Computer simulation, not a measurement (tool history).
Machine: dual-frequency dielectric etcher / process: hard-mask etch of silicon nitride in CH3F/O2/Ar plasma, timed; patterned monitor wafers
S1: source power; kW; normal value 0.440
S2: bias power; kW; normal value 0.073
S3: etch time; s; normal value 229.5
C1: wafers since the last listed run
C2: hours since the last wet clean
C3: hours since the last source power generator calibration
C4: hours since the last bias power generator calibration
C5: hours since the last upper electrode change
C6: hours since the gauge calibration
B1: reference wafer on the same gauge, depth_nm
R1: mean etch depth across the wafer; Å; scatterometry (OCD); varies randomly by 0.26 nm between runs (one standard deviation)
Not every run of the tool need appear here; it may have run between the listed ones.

run	day	S1	S2	S3	C1	C2	C3	C4	C5	C6	B1	R1
1	0.000	0.440	0.073	229.5	0	376.6	2413.0	1483.2	4225.1	130.5	176.0	1666
2	0.300	0.440	0.073	229.5	53	383.8	2420.2	1490.4	4232.3	137.7	176.0	1661
3	2.542	0.440	0.073	229.5	399	437.6	2474.0	1544.2	4286.1	191.5	176.0	1662
4	3.179	0.440	0.073	229.5	113	452.9	2489.3	1559.5	4301.4	206.8	176.0	1664
# day 4.254: upper electrode replaced
# day 4.583: bias power generator calibrated
# day 4.842: wet clean of the chamber
5	4.862	0.440	0.073	196.0	45	0.5	2529.7	6.7	14.6	247.2	176.0	1456
6	4.879	0.440	0.073	196.0	2	0.9	2530.1	7.1	15.0	247.6	175.9	1457
7	4.896	0.440	0.073	229.5	2	1.3	2530.5	7.5	15.4	248.0	176.0	1702
8	5.438	0.440	0.081	188.0	96	14.3	2543.5	20.5	28.4	261.0	175.9	1423
9	6.150	0.440	0.081	188.0	127	31.4	2560.6	37.6	45.5	278.1	176.0	1424
10	6.496	0.540	0.079	178.5	61	39.7	2568.9	45.9	53.8	286.4	176.0	1454
11	7.221	0.440	0.084	166.0	129	57.1	2586.3	63.3	71.2	303.8	176.0	1260
12	7.754	0.440	0.084	166.0	95	69.9	2599.1	76.1	84.0	316.6	176.0	1260
# day 7.946: source power generator calibrated
13	8.096	0.440	0.073	229.5	31	78.1	3.6	84.3	92.2	324.8	176.0	1698
# day 8.142: gauge calibrated
14	8.562	0.440	0.067	229.5	83	89.3	14.8	95.5	103.4	10.1	176.0	1666
15	10.129	0.370	0.084	263.0	279	126.9	52.4	133.1	141.0	47.7	176.0	1868
16	10.433	0.530	0.089	263.0	54	134.2	59.7	140.4	148.3	55.0	176.0	2160
17	10.912	0.470	0.062	183.0	85	145.7	71.2	151.9	159.8	66.5	176.0	1341
18	11.542	0.520	0.066	296.5	112	160.8	86.3	167.0	174.9	81.6	176.0	2277

State the hidden condition of the tool at each of the runs:
source power that arrives over what is set, %: 0 in every run
bias power that arrives over what is set, %: 0 in every run
gauge reads high (%): 0 in every run
H1: etch rate over this chamber's usual, %
run	H1
1	-2.53
2	-2.57
3	-2.88
4	-2.97
5	-0.381
6	-0.383
7	-0.386
8	-0.46
9	-0.558
10	-0.606
11	-0.706
12	-0.779
13	-0.826
14	-0.891
15	-1.11
16	-1.15
17	-1.21
18	-1.3
